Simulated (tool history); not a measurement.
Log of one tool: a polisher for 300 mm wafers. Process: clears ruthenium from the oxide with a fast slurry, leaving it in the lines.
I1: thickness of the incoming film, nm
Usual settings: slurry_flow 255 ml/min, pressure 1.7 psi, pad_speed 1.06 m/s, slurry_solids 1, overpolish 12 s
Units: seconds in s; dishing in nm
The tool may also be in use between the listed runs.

{"run": 1, "day": 0.0, "slurry_flow": 255, "pressure": 1.7, "pad_speed": 1.06, "slurry_solids": 0.85, "overpolish": 12, "I1": 161, "seconds": 79, "dishing": 21.9}
{"day": 1.804, "done": "slurry nozzle cleaned"}
{"run": 2, "day": 2.696, "slurry_flow": 255, "pressure": 1.7, "pad_speed": 1.06, "slurry_solids": 0.85, "overpolish": 12, "I1": 159.6, "seconds": 75.1, "dishing": 22.5}
{"day": 2.917, "done": "worn pad replaced by a new one"}
{"run": 3, "day": 4.371, "slurry_flow": 255, "pressure": 1.7, "pad_speed": 1.06, "slurry_solids": 0.85, "overpolish": 12, "I1": 158.5, "seconds": 73.3, "dishing": 23.4}
{"run": 4, "day": 6.179, "slurry_flow": 255, "pressure": 1.7, "pad_speed": 1.06, "slurry_solids": 1, "overpolish": 12, "I1": 159.1, "seconds": 68.9, "dishing": 24.7}
{"run": 5, "day": 7.588, "slurry_flow": 255, "pressure": 1.8, "pad_speed": 1.06, "slurry_solids": 1, "overpolish": 12, "I1": 158.1, "seconds": 66.3, "dishing": 25.2}
{"run": 6, "day": 9.012, "slurry_flow": 255, "pressure": 1.4, "pad_speed": 1.06, "slurry_solids": 1.2, "overpolish": 12, "I1": 162.2, "seconds": 83.5, "dishing": 20.8}
{"day": 9.929, "done": "slurry blender recalibrated"}
{"day": 10.279, "done": "head pressure recalibrated"}
{"run": 7, "day": 11.55, "slurry_flow": 255, "pressure": 2.2, "pad_speed": 1.06, "slurry_solids": 1, "overpolish": 6, "I1": 160.7, "seconds": 55.9, "dishing": 15.9}
{"run": 8, "day": 14.408, "slurry_flow": 210, "pressure": 1.7, "pad_speed": 0.8, "slurry_solids": 1, "overpolish": 12, "I1": 160.7, "seconds": 99, "dishing": 17.6}
{"run": 9, "day": 17.054, "slurry_flow": 255, "pressure": 1.7, "pad_speed": 1.36, "slurry_solids": 1, "overpolish": 6, "I1": 159.2, "seconds": 56.5, "dishing": 14.5}
{"run": 10, "day": 19.667, "slurry_flow": 255, "pressure": 1.7, "pad_speed": 0.88, "slurry_solids": 1, "overpolish": 12, "I1": 162, "seconds": 91.6, "dishing": 18.4}
{"day": 21.979, "done": "slurry nozzle cleaned"}
{"run": 11, "day": 22.404, "slurry_flow": 255, "pressure": 1.7, "pad_speed": 1.06, "slurry_solids": 1, "overpolish": 12, "I1": 161.8, "seconds": 71.5, "dishing": 24.4}
{"day": 22.604, "done": "worn pad replaced by a new one"}
{"run": 12, "day": 24.433, "slurry_flow": 210, "pressure": 1.7, "pad_speed": 1.06, "slurry_solids": 1, "overpolish": 12, "I1": 161.8, "seconds": 71.6, "dishing": 25}
{"run": 13, "day": 29.629, "slurry_flow": 255, "pressure": 1.7, "pad_speed": 1.2, "slurry_solids": 1, "overpolish": 12, "I1": 159.3, "seconds": 61.7, "dishing": 27.6}
{"run": 14, "day": 32.088, "slurry_flow": 195, "pressure": 1.7, "pad_speed": 1.06, "slurry_solids": 0.75, "overpolish": 12, "I1": 161.8, "seconds": 80.8, "dishing": 21.4}
{"day": 32.271, "done": "slurry blender recalibrated"}
{"run": 15, "day": 33.129, "slurry_flow": 255, "pressure": 1.5, "pad_speed": 1.06, "slurry_solids": 0.9, "overpolish": 8, "I1": 157.4, "seconds": 82.4, "dishing": 14.6}
{"run": 16, "day": 36.121, "slurry_flow": 175, "pressure": 1.7, "pad_speed": 1.06, "slurry_solids": 1, "overpolish": 12, "I1": 158.2, "seconds": 77, "dishing": 22.1}
{"run": 17, "day": 38.762, "slurry_flow": 255, "pressure": 1.7, "pad_speed": 1.06, "slurry_solids": 1, "overpolish": 12, "I1": 159.9, "seconds": 75.5, "dishing": 23.5}
{"day": 39.671, "done": "head pressure recalibrated"}
{"run": 18, "day": 40.642, "slurry_flow": 205, "pressure": 1.2, "pad_speed": 0.84, "slurry_solids": 1.3, "overpolish": 12, "I1": 157.2, "seconds": 127.5, "dishing": 13.4}
{"day": 43.117, "done": "slurry nozzle cleaned"}
{"day": 43.408, "done": "worn pad replaced by a new one"}
{"run": 19, "day": 43.521, "slurry_flow": 255, "pressure": 1.7, "pad_speed": 1.06, "slurry_solids": 1, "overpolish": 12, "I1": 159.9, "seconds": 69.3, "dishing": 24.7}
{"run": 20, "day": 45.579, "slurry_flow": 210, "pressure": 1.7, "pad_speed": 1.42, "slurry_solids": 1.2, "overpolish": 6, "I1": 159.7, "seconds": 51, "dishing": 17.3}
{"run": 21, "day": 47.379, "slurry_flow": 255, "pressure": 1.7, "pad_speed": 1.32, "slurry_solids": 1, "overpolish": 18, "I1": 158.7, "seconds": 55.8, "dishing": 42.2}
{"run": 22, "day": 49.279, "slurry_flow": 255, "pressure": 1.3, "pad_speed": 1.06, "slurry_solids": 1, "overpolish": 12, "I1": 160, "seconds": 92.8, "dishing": 19.4}
{"run": 23, "day": 50.442, "slurry_flow": 310, "pressure": 2.2, "pad_speed": 1.06, "slurry_solids": 0.8, "overpolish": 12, "I1": 161.6, "seconds": 59.1, "dishing": 28.1}
{"day": 55.4, "done": "slurry blender recalibrated"}
{"run": 24, "day": 57.342, "slurry_flow": 255, "pressure": 1.7, "pad_speed": 1.06, "slurry_solids": 0.75, "overpolish": 12, "I1": 159.5, "seconds": 80.4, "dishing": 21.5}
{"run": 25, "day": 59.062, "slurry_flow": 285, "pressure": 2.1, "pad_speed": 1.06, "slurry_solids": 1.15, "overpolish": 12, "I1": 160.9, "seconds": 57, "dishing": 29.5}
{"run": 26, "day": 61.788, "slurry_flow": 255, "pressure": 1.7, "pad_speed": 1.06, "slurry_solids": 1.25, "overpolish": 12, "I1": 160.3, "seconds": 69.5, "dishing": 23.7}
{"day": 63.408, "done": "worn pad replaced by a new one"}
{"run": 27, "day": 63.621, "slurry_flow": 255, "pressure": 1.7, "pad_speed": 1.06, "slurry_solids": 1.2, "overpolish": 12, "I1": 162.1, "seconds": 69.9, "dishing": 25.5}
{"day": 63.938, "done": "slurry nozzle cleaned"}
{"run": 28, "day": 64.638, "slurry_flow": 305, "pressure": 2.2, "pad_speed": 1.06, "slurry_solids": 0.8, "overpolish": 17, "I1": 159.8, "seconds": 55.4, "dishing": 42.3}

Hidden state or all else? Some run-to-run changes of seconds, split into what the settings, what came in and random variation would give without the hidden state, and what is left for the hidden state (with any gauge scatter that isn't in both results):
The hidden state here: removal rate lost through wear of the pad, %; slurry flow missing at the pad, %; deviation of the head's pressure from its setpoint, %; abrasive missing from the slurry, %.
Run 17 -> 18: slurry_flow 255 -> 205, pressure 1.7 -> 1.2, pad_speed 1.06 -> 0.84, slurry_solids 1 -> 1.3, head pressure recalibrated. seconds +52 s: hidden state +7.3, all else +44.7.
Run 18 -> 19: slurry_flow 205 -> 255, pressure 1.2 -> 1.7, pad_speed 0.84 -> 1.06, slurry_solids 1.3 -> 1, slurry nozzle cleaned, worn pad replaced by a new one. seconds -58.2 s: hidden state -13.3, all else -44.9.
